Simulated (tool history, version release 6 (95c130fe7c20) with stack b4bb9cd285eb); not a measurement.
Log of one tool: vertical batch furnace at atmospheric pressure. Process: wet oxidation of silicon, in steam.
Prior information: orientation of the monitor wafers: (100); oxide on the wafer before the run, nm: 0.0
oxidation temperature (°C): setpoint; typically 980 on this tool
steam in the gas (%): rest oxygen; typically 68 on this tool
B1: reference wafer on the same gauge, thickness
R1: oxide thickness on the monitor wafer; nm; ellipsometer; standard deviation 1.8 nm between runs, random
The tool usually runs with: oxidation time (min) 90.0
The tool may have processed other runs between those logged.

Run 1, hour 0.0: usual settings; B1 375.11. Result: R1 304.68 nm.
Run 2, hour 33.9: usual settings; B1 375.24. Result: R1 304.36 nm.
Run 3, hour 72.1: usual settings; B1 374.74. Result: R1 305.06 nm.
Run 4, hour 97.3: usual settings; B1 375.11. Result: R1 306.70 nm.
Run 5, hour 128.3: usual settings; B1 374.92. Result: R1 305.75 nm.
Run 6, hour 193.1: usual settings; B1 375.06. Result: R1 306.41 nm.
Run 7, hour 255.1: usual settings; B1 374.95. Result: R1 304.66 nm.
Run 8, hour 315.3: usual settings but oxidation time (min) 58.0; B1 374.86. Result: R1 218.42 nm.
Run 9, hour 347.0: usual settings but oxidation time (min) 58.0; B1 374.84. Result: R1 221.40 nm.
Run 10, hour 384.2: usual settings but oxidation time (min) 58.0; B1 375.13. Result: R1 221.30 nm.
Run 11, hour 428.4: usual settings but oxidation time (min) 104.0; B1 375.34. Result: R1 340.19 nm.
Run 12, hour 496.2: usual settings but oxidation time (min) 102.5, steam in the gas (%) 71; B1 375.38. Result: R1 346.99 nm.
Run 13, hour 528.5: usual settings; B1 374.84. Result: R1 300.77 nm.
Run 14, hour 585.0: usual settings; B1 374.85. Result: R1 303.57 nm.
Run 15, hour 633.5: usual settings; B1 375.37. Result: R1 304.59 nm.
Run 16, hour 675.9: usual settings; B1 374.54. Result: R1 305.53 nm.
Run 17, hour 734.7: usual settings but oxidation temperature (°C) 965, steam in the gas (%) 65; B1 374.82. Result: R1 260.35 nm.
Run 18, hour 795.1: usual settings but oxidation temperature (°C) 965, steam in the gas (%) 65; B1 374.84. Result: R1 258.07 nm.
Run 19, hour 837.7: usual settings; B1 375.14. Result: R1 305.78 nm.
At hour 915.3: steam generator serviced.
Run 20, hour 915.8: usual settings; B1 374.89. Result: R1 323.29 nm.
Run 21, hour 950.7: usual settings but oxidation temperature (°C) 968, oxidation time (min) 74.5, steam in the gas (%) 65; B1 375.17. Result: R1 248.53 nm.
Run 22, hour 1007.7: usual settings but oxidation temperature (°C) 974; B1 375.14. Result: R1 310.25 nm.
Run 23, hour 1049.0: usual settings but steam in the gas (%) 71; B1 375.64. Result: R1 332.97 nm.
Run 24, hour 1106.0: usual settings but steam in the gas (%) 72; B1 375.04. Result: R1 333.41 nm.
At hour 1118.4: gauge calibrated.
Run 25, hour 1164.1: usual settings; B1 375.07. Result: R1 321.15 nm.
Run 26, hour 1190.0: usual settings but oxidation temperature (°C) 971; B1 374.76. Result: R1 297.49 nm.
Run 27, hour 1233.5: usual settings; B1 375.04. Result: R1 321.54 nm.
Run 28, hour 1286.2: usual settings but oxidation temperature (°C) 973, oxidation time (min) 54.5; B1 375.19. Result: R1 206.69 nm.
At hour 1378.0: thermocouples replaced and temperature profile calibrated.
Run 29, hour 1378.5: usual settings but oxidation temperature (°C) 992, oxidation time (min) 126.0, steam in the gas (%) 62; B1 375.17. Result: R1 397.22 nm.
Run 30, hour 1424.2: usual settings; B1 375.32. Result: R1 307.76 nm.
Run 31, hour 1466.6: usual settings but oxidation time (min) 126.5, steam in the gas (%) 61; B1 375.25. Result: R1 362.94 nm.
Run 32, hour 1537.8: usual settings but oxidation time (min) 111.5, steam in the gas (%) 60; B1 374.49. Result: R1 325.38 nm.
Run 33, hour 1573.1: usual settings but steam in the gas (%) 58; B1 374.92. Result: R1 270.59 nm.
Run 34, hour 1618.5: usual settings; B1 374.65. Result: R1 308.32 nm.
Run 35, hour 1759.9: usual settings but oxidation time (min) 74.0, steam in the gas (%) 74; B1 374.95. Result: R1 281.77 nm.
Run 36, hour 1798.5: usual settings but oxidation time (min) 113.5; B1 375.25. Result: R1 358.67 nm.
Run 37, hour 1822.6: usual settings but oxidation temperature (°C) 967, steam in the gas (%) 80; B1 374.72. Result: R1 310.61 nm.
Run 38, hour 1885.1: usual settings but oxidation temperature (°C) 971, oxidation time (min) 125.5; B1 375.22. Result: R1 364.12 nm.

What was the tool's hidden state at every run in the log?
gauge reads high (%): 0 at every run
H1: true tube temperature minus thermocouple reading, K
H2: steam share off its setpoint, % of the setpoint
run     H1     H2
  1   4.57  -9.09
  2   4.62  -9.11
  3   4.67  -9.13
  4   4.71  -9.14
  5   4.75  -9.16
  6   4.82  -9.19
  7   4.89  -9.22
  8   4.95  -9.25
  9   4.98  -9.26
 10   5.02  -9.28
 11   5.06   -9.3
 12   5.12  -9.32
 13   5.14  -9.34
 14   5.18  -9.36
 15   5.22  -9.37
 16   5.24  -9.39
 17   5.28  -9.41
 18   5.31  -9.42
 19   5.34  -9.44
 20   5.38  -1.31
 21   5.39  -1.57
 22   5.42  -1.97
 23   5.44  -2.25
 24   5.46  -2.62
 25   5.48  -2.97
 26   5.49  -3.13
 27    5.5  -3.37
 28   5.52  -3.66
 29  0.276  -4.13
 30  0.559  -4.35
 31  0.807  -4.55
 32    1.2  -4.86
 33   1.38  -5.01
 34    1.6  -5.19
 35   2.22  -5.72
 36   2.37  -5.85
 37   2.46  -5.93
 38   2.68  -6.13

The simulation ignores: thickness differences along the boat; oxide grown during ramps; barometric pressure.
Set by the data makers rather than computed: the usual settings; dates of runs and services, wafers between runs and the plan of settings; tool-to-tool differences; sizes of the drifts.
